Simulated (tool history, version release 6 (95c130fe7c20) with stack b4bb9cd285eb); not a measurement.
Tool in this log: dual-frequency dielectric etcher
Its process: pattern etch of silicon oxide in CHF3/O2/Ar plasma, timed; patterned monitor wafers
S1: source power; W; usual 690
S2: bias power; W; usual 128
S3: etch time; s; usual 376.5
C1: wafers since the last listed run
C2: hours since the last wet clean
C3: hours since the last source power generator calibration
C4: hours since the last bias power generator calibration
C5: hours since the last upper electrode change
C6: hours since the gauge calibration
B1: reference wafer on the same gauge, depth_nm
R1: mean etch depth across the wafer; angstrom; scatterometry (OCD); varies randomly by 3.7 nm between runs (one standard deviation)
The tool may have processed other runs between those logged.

run 1 hour=0.0 | S1=690 S2=128 S3=376.5 | C1=0 C2=286.5 C3=1873.7 C4=2730.9 C5=2341.3 C6=501.2 | B1=526.7 | R1=6254
run 2 hour=20.1 | S1=690 S2=128 S3=376.5 | C1=122 C2=306.6 C3=1893.8 C4=2751.0 C5=2361.4 C6=521.3 | B1=525.3 | R1=6294
run 3 hour=48.9 | S1=690 S2=128 S3=376.5 | C1=175 C2=335.4 C3=1922.6 C4=2779.8 C5=2390.2 C6=550.1 | B1=526.1 | R1=6261
run 4 hour=70.3 | S1=690 S2=128 S3=376.5 | C1=130 C2=356.8 C3=1944.0 C4=2801.2 C5=2411.6 C6=571.5 | B1=524.9 | R1=6192
run 5 hour=91.3 | S1=690 S2=128 S3=376.5 | C1=128 C2=377.8 C3=1965.0 C4=2822.2 C5=2432.6 C6=592.5 | B1=523.9 | R1=6281
run 6 hour=173.1 | S1=690 S2=128 S3=376.5 | C1=498 C2=459.6 C3=2046.8 C4=2904.0 C5=2514.4 C6=674.3 | B1=524.6 | R1=6238
run 7 hour=208.6 | S1=690 S2=128 S3=376.5 | C1=216 C2=495.1 C3=2082.3 C4=2939.5 C5=2549.9 C6=709.8 | B1=523.5 | R1=6206
run 8 hour=235.3 | S1=690 S2=128 S3=376.5 | C1=162 C2=521.8 C3=2109.0 C4=2966.2 C5=2576.6 C6=736.5 | B1=520.6 | R1=6204
-- hour=263.0 wet clean of the chamber
-- hour=264.8 bias power generator calibrated
-- hour=284.4 upper electrode replaced
run 9 hour=284.9 | S1=690 S2=128 S3=376.5 | C1=25 C2=21.9 C3=2158.6 C4=20.1 C5=0.5 C6=786.1 | B1=520.3 | R1=6186
run 10 hour=285.3 | S1=690 S2=128 S3=376.5 | C1=2 C2=22.3 C3=2159.0 C4=20.5 C5=0.9 C6=786.5 | B1=520.2 | R1=6206
run 11 hour=285.8 | S1=690 S2=128 S3=376.5 | C1=3 C2=22.8 C3=2159.5 C4=21.0 C5=1.4 C6=787.0 | B1=519.7 | R1=6205
-- hour=308.4 source power generator calibrated
run 12 hour=309.5 | S1=690 S2=128 S3=376.5 | C1=120 C2=46.5 C3=1.1 C4=44.7 C5=25.1 C6=810.7 | B1=519.5 | R1=6217
run 13 hour=341.1 | S1=690 S2=128 S3=376.5 | C1=192 C2=78.1 C3=32.7 C4=76.3 C5=56.7 C6=842.3 | B1=518.6 | R1=6127
run 14 hour=356.0 | S1=690 S2=107 S3=376.5 | C1=90 C2=93.0 C3=47.6 C4=91.2 C5=71.6 C6=857.2 | B1=518.9 | R1=5791
run 15 hour=368.2 | S1=850 S2=109 S3=299.0 | C1=74 C2=105.2 C3=59.8 C4=103.4 C5=83.8 C6=869.4 | B1=519.0 | R1=5243
run 16 hour=391.2 | S1=690 S2=158 S3=264.0 | C1=140 C2=128.2 C3=82.8 C4=126.4 C5=106.8 C6=892.4 | B1=518.5 | R1=4674
run 17 hour=424.0 | S1=560 S2=128 S3=408.5 | C1=199 C2=161.0 C3=115.6 C4=159.2 C5=139.6 C6=925.2 | B1=516.6 | R1=5938
run 18 hour=442.8 | S1=850 S2=148 S3=336.0 | C1=114 C2=179.8 C3=134.4 C4=178.0 C5=158.4 C6=944.0 | B1=517.2 | R1=6525
-- hour=459.4 gauge calibrated
run 19 hour=462.4 | S1=770 S2=128 S3=320.5 | C1=119 C2=199.4 C3=154.0 C4=197.6 C5=178.0 C6=3.0 | B1=536.6 | R1=5736
run 20 hour=483.1 | S1=690 S2=128 S3=376.5 | C1=126 C2=220.1 C3=174.7 C4=218.3 C5=198.7 C6=23.7 | B1=533.4 | R1=6358
run 21 hour=517.6 | S1=690 S2=120 S3=425.5 | C1=210 C2=254.6 C3=209.2 C4=252.8 C5=233.2 C6=58.2 | B1=534.8 | R1=7039
run 22 hour=533.7 | S1=620 S2=128 S3=426.5 | C1=98 C2=270.7 C3=225.3 C4=268.9 C5=249.3 C6=74.3 | B1=534.8 | R1=6838
run 23 hour=622.9 | S1=690 S2=128 S3=376.5 | C1=543 C2=359.9 C3=314.5 C4=358.1 C5=338.5 C6=163.5 | B1=532.9 | R1=6273
run 24 hour=693.7 | S1=690 S2=128 S3=376.5 | C1=431 C2=430.7 C3=385.3 C4=428.9 C5=409.3 C6=234.3 | B1=533.1 | R1=6297
run 25 hour=726.8 | S1=820 S2=149 S3=376.5 | C1=201 C2=463.8 C3=418.4 C4=462.0 C5=442.4 C6=267.4 | B1=529.9 | R1=7322
run 26 hour=741.5 | S1=800 S2=119 S3=347.5 | C1=89 C2=478.5 C3=433.1 C4=476.7 C5=457.1 C6=282.1 | B1=529.1 | R1=6204
run 27 hour=761.1 | S1=690 S2=149 S3=265.5 | C1=119 C2=498.1 C3=452.7 C4=496.3 C5=476.7 C6=301.7 | B1=529.7 | R1=4702
run 28 hour=782.6 | S1=640 S2=147 S3=436.5 | C1=131 C2=519.6 C3=474.2 C4=517.8 C5=498.2 C6=323.2 | B1=529.3 | R1=7350
run 29 hour=815.4 | S1=560 S2=96 S3=298.0 | C1=199 C2=552.4 C3=507.0 C4=550.6 C5=531.0 C6=356.0 | B1=528.2 | R1=3977
run 30 hour=839.9 | S1=820 S2=128 S3=427.0 | C1=149 C2=576.9 C3=531.5 C4=575.1 C5=555.5 C6=380.5 | B1=528.7 | R1=7811

Take each entry between the runs: how does the hidden state at the last listed run before it differ from the hidden state at the first listed run after it?
From run 8 to run 9: wet clean of the chamber (hour 263.0); bias power generator calibrated (hour 264.8); upper electrode replaced (hour 284.4)
  gauge reads high (%): -2.42 -> -2.62
  what was measured, less what the result would be without the hidden state, R1: -154 -> -166 angstrom
From run 11 to run 12: source power generator calibrated (hour 308.4)
  gauge reads high (%): -2.62 -> -2.72
  what was measured, less what the result would be without the hidden state, R1: -167 -> -174 angstrom
From run 18 to run 19: gauge calibrated (hour 459.4)
  gauge reads high (%): -3.25 -> 0.368
  what was measured, less what the result would be without the hidden state, R1: -220 -> +21 angstrom
